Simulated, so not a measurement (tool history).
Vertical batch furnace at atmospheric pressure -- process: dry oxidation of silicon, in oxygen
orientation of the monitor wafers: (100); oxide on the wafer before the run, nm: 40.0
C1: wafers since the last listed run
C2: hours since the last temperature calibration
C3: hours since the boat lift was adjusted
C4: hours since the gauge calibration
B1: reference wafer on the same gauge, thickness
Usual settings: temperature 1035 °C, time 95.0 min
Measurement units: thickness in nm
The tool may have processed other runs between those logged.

Run 1, hour 0.0: usual settings; C1 0; C2 3519.4; C3 5607.4; C4 256.1; B1 128.04. Result: thickness 114.92 nm.
Run 2, hour 14.4: usual settings; C1 165; C2 3533.8; C3 5621.8; C4 270.5; B1 127.96. Result: thickness 115.28 nm.
Run 3, hour 38.9: usual settings but temperature 1043 °C, time 71.5 min; C1 281; C2 3558.3; C3 5646.3; C4 295.0; B1 128.01. Result: thickness 104.29 nm.
Run 4, hour 52.0: usual settings but temperature 1043 °C, time 71.5 min; C1 150; C2 3571.4; C3 5659.4; C4 308.1; B1 127.99. Result: thickness 104.78 nm.
Run 5, hour 66.6: usual settings; C1 167; C2 3586.0; C3 5674.0; C4 322.7; B1 127.94. Result: thickness 114.73 nm.
Run 6, hour 134.6: usual settings; C1 782; C2 3654.0; C3 5742.0; C4 390.7; B1 128.01. Result: thickness 115.09 nm.
Run 7, hour 145.2: usual settings; C1 121; C2 3664.6; C3 5752.6; C4 401.3; B1 127.95. Result: thickness 115.15 nm.
Run 8, hour 170.5: usual settings but temperature 1015 °C; C1 290; C2 3689.9; C3 5777.9; C4 426.6; B1 128.00. Result: thickness 101.44 nm.
Run 9, hour 185.1: usual settings but temperature 1015 °C; C1 167; C2 3704.5; C3 5792.5; C4 441.2; B1 128.02. Result: thickness 101.75 nm.
At hour 220.2: thermocouples replaced and temperature profile calibrated.
Run 10, hour 220.7: usual settings; C1 133; C2 0.5; C3 5828.1; C4 476.8; B1 128.05. Result: thickness 111.48 nm.
Run 11, hour 226.8: usual settings; C1 70; C2 6.6; C3 5834.2; C4 482.9; B1 128.06. Result: thickness 111.69 nm.
Run 12, hour 232.8: usual settings; C1 69; C2 12.6; C3 5840.2; C4 488.9; B1 128.01. Result: thickness 111.61 nm.
Run 13, hour 249.5: usual settings; C1 192; C2 29.3; C3 5856.9; C4 505.6; B1 128.02. Result: thickness 111.61 nm.
Run 14, hour 271.3: usual settings; C1 250; C2 51.1; C3 5878.7; C4 527.4; B1 127.99. Result: thickness 111.76 nm.
Run 15, hour 295.8: usual settings; C1 281; C2 75.6; C3 5903.2; C4 551.9; B1 128.00. Result: thickness 111.72 nm.
Run 16, hour 313.2: usual settings; C1 200; C2 93.0; C3 5920.6; C4 569.3; B1 128.03. Result: thickness 111.54 nm.
Run 17, hour 335.9: usual settings; C1 261; C2 115.7; C3 5943.3; C4 592.0; B1 127.94. Result: thickness 111.64 nm.
Run 18, hour 360.7: usual settings; C1 285; C2 140.5; C3 5968.1; C4 616.8; B1 128.00. Result: thickness 111.63 nm.
Run 19, hour 383.3: usual settings; C1 259; C2 163.1; C3 5990.7; C4 639.4; B1 127.98. Result: thickness 111.63 nm.
Run 20, hour 402.1: usual settings but temperature 1019 °C, time 55.0 min; C1 216; C2 181.9; C3 6009.5; C4 658.2; B1 127.89. Result: thickness 78.22 nm.
At hour 438.0: boat lift adjusted.
Run 21, hour 438.5: usual settings but temperature 1058 °C, time 51.5 min; C1 142; C2 218.3; C3 0.5; C4 694.6; B1 127.99. Result: thickness 94.37 nm.
Run 22, hour 448.1: usual settings but time 129.0 min; C1 110; C2 227.9; C3 10.1; C4 704.2; B1 128.06. Result: thickness 131.54 nm.
Run 23, hour 466.3: usual settings but temperature 1012 °C, time 137.0 min; C1 209; C2 246.1; C3 28.3; C4 722.4; B1 127.99. Result: thickness 116.76 nm.
Run 24, hour 480.1: usual settings but time 83.0 min; C1 158; C2 259.9; C3 42.1; C4 736.2; B1 127.98. Result: thickness 104.29 nm.
At hour 491.2: gauge calibrated.
Run 25, hour 498.7: usual settings but temperature 1057 °C, time 74.5 min; C1 213; C2 278.5; C3 60.7; C4 7.5; B1 127.96. Result: thickness 112.79 nm.
Run 26, hour 512.8: usual settings but temperature 1057 °C, time 115.0 min; C1 162; C2 292.6; C3 74.8; C4 21.6; B1 128.09. Result: thickness 142.57 nm.
Run 27, hour 521.8: usual settings; C1 103; C2 301.6; C3 83.8; C4 30.6; B1 128.02. Result: thickness 111.61 nm.
Run 28, hour 530.9: usual settings; C1 104; C2 310.7; C3 92.9; C4 39.7; B1 128.02. Result: thickness 111.66 nm.
Run 29, hour 554.2: usual settings but temperature 1029 °C, time 56.5 min; C1 267; C2 334.0; C3 116.2; C4 63.0; B1 128.08. Result: thickness 83.76 nm.
Run 30, hour 568.5: usual settings but temperature 1021 °C, time 56.5 min; C1 164; C2 348.3; C3 130.5; C4 77.3; B1 127.95. Result: thickness 79.96 nm.
Run 31, hour 606.1: usual settings but time 71.0 min; C1 432; C2 385.9; C3 168.1; C4 114.9; B1 127.91. Result: thickness 96.47 nm.
Run 32, hour 615.7: usual settings; C1 110; C2 395.5; C3 177.7; C4 124.5; B1 128.02. Result: thickness 111.60 nm.
Run 33, hour 640.0: usual settings but temperature 1018 °C, time 127.0 min; C1 279; C2 419.8; C3 202.0; C4 148.8; B1 127.98. Result: thickness 116.33 nm.

For each entry between runs, how does the tool's hidden state at the last listed run before it compare with that at the first listed run after it?
Between runs 9 and 10: thermocouples replaced and temperature profile calibrated (hour 220.2)
  true tube temperature minus thermocouple reading, K: 5.28 -> 0.0905
  the result without the hidden state subtracted from the measured one, thickness: +3.35 -> +0.06 nm
Between runs 20 and 21: boat lift adjusted (hour 438.0)
  true tube temperature minus thermocouple reading, K: 0.102 -> 0.107
  the result without the hidden state subtracted from the measured one, thickness: +0.05 -> +0.06 nm
Between runs 24 and 25: gauge calibrated (hour 491.2)
  true tube temperature minus thermocouple reading, K: 0.114 -> 0.118
  the result without the hidden state subtracted from the measured one, thickness: +0.07 -> +0.09 nm
